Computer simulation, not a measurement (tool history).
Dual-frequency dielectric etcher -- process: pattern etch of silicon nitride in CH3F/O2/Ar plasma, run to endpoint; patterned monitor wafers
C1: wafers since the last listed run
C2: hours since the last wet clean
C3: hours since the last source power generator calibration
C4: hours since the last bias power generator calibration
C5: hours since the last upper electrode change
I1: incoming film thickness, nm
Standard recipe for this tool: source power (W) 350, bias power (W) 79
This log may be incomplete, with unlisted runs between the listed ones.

Run 1, hour 0: usual settings; C1 0; C2 40.6; C3 1767.8; C4 2066.7; C5 4976.5; I1 49.8. Result: endpoint time (s) 77.6.
Run 2, hour 41.2: usual settings; C1 448; C2 81.8; C3 1809; C4 2107.9; C5 5017.7; I1 50.2. Result: endpoint time (s) 78.4.
Run 3, hour 56.4: usual settings; C1 165; C2 97; C3 1824.2; C4 2123.1; C5 5032.9; I1 49.7. Result: endpoint time (s) 77.2.
Run 4, hour 68.5: usual settings; C1 131; C2 109.1; C3 1836.3; C4 2135.2; C5 5045; I1 50.8. Result: endpoint time (s) 79.2.
Run 5, hour 90.7: usual settings; C1 241; C2 131.3; C3 1858.5; C4 2157.4; C5 5067.2; I1 50.4. Result: endpoint time (s) 78.7.
Run 6, hour 125.3: usual settings but source power (W) 320; C1 376; C2 165.9; C3 1893.1; C4 2192; C5 5101.8; I1 49.6. Result: endpoint time (s) 82.8.
Run 7, hour 152: usual settings but source power (W) 320; C1 290; C2 192.6; C3 1919.8; C4 2218.7; C5 5128.5; I1 50. Result: endpoint time (s) 83.6.
At hour 166.5: source power generator calibrated.
Run 8, hour 178.7: usual settings but source power (W) 320; C1 247; C2 219.3; C3 12.2; C4 2245.4; C5 5155.2; I1 50.3. Result: endpoint time (s) 84.3.
At hour 206.7: bias power generator calibrated.
Run 9, hour 207.2: usual settings but source power (W) 400; C1 266; C2 247.8; C3 40.7; C4 0.5; C5 5183.7; I1 49.7. Result: endpoint time (s) 72.5.
Run 10, hour 230.5: usual settings but source power (W) 400; C1 253; C2 271.1; C3 64; C4 23.8; C5 5207; I1 50.3. Result: endpoint time (s) 74.
Run 11, hour 245.5: usual settings but bias power (W) 84; C1 163; C2 286.1; C3 79; C4 38.8; C5 5222; I1 50.6. Result: endpoint time (s) 78.4.
Run 12, hour 280.9: usual settings but source power (W) 290; C1 385; C2 321.5; C3 114.4; C4 74.2; C5 5257.4; I1 49.8. Result: endpoint time (s) 88.2.
Run 13, hour 314.5: usual settings but source power (W) 430, bias power (W) 66; C1 365; C2 355.1; C3 148; C4 107.8; C5 5291; I1 49.8. Result: endpoint time (s) 75.6.
Run 14, hour 328.6: usual settings but source power (W) 320; C1 153; C2 369.2; C3 162.1; C4 121.9; C5 5305.1; I1 50. Result: endpoint time (s) 85.6.
At hour 353.7: wet clean of the chamber.
Run 15, hour 354.2: usual settings; C1 17; C2 0.5; C3 187.7; C4 147.5; C5 5330.7; I1 49.4. Result: endpoint time (s) 76.5.
At hour 384: upper electrode replaced, of another model than before.
Run 16, hour 384.5: usual settings but source power (W) 400, bias power (W) 91; C1 68; C2 30.8; C3 218; C4 177.8; C5 0.5; I1 50.3. Result: endpoint time (s) 67.3.
Run 17, hour 385.8: usual settings but source power (W) 380, bias power (W) 71; C1 14; C2 32.1; C3 219.3; C4 179.1; C5 1.8; I1 50.1. Result: endpoint time (s) 74.4.
Run 18, hour 410.2: usual settings but source power (W) 260, bias power (W) 68; C1 265; C2 56.5; C3 243.7; C4 203.5; C5 26.2; I1 50.1. Result: endpoint time (s) 112.7.
Run 19, hour 425.2: usual settings; C1 163; C2 71.5; C3 258.7; C4 218.5; C5 41.2; I1 50.2. Result: endpoint time (s) 78.8.
Run 20, hour 445.2: usual settings; C1 217; C2 91.5; C3 278.7; C4 238.5; C5 61.2; I1 50.1. Result: endpoint time (s) 78.5.
Run 21, hour 467.1: usual settings but bias power (W) 74; C1 238; C2 113.4; C3 300.6; C4 260.4; C5 83.1; I1 50.1. Result: endpoint time (s) 80.6.
Run 22, hour 500.9: usual settings but source power (W) 320, bias power (W) 65; C1 367; C2 147.2; C3 334.4; C4 294.2; C5 116.9; I1 50.8. Result: endpoint time (s) 92.1.
Run 23, hour 522.1: usual settings but bias power (W) 62; C1 230; C2 168.4; C3 355.6; C4 315.4; C5 138.1; I1 49.9. Result: endpoint time (s) 82.9.

How would selected steps in endpoint time (s) from run to run divide? Give the signed amount a tool lacking its hidden state would still show from settings, what came in and random variation, and the signed amount left for the hidden state, including any gauge scatter that is not in both of the compared results.
Hidden conditions of the tool in this case: etch rate over this chamber's usual, %; source power that arrives over what is set, %; bias power that arrives over what is set, %.
Run 11 -> 12: source power (W) 350 -> 290, bias power (W) 84 -> 79. endpoint time (s) +9.8: hidden state +0.5, all else +9.3.
Run 14 -> 15: source power (W) 320 -> 350, wet clean of the chamber. endpoint time (s) -9.1: hidden state -2.5, all else -6.6.
Run 17 -> 18: source power (W) 380 -> 260, bias power (W) 71 -> 68. endpoint time (s) +38.3: hidden state +0.4, all else +37.9.
Run 18 -> 19: source power (W) 260 -> 350, bias power (W) 68 -> 79. endpoint time (s) -33.9: hidden state -0.1, all else -33.8.
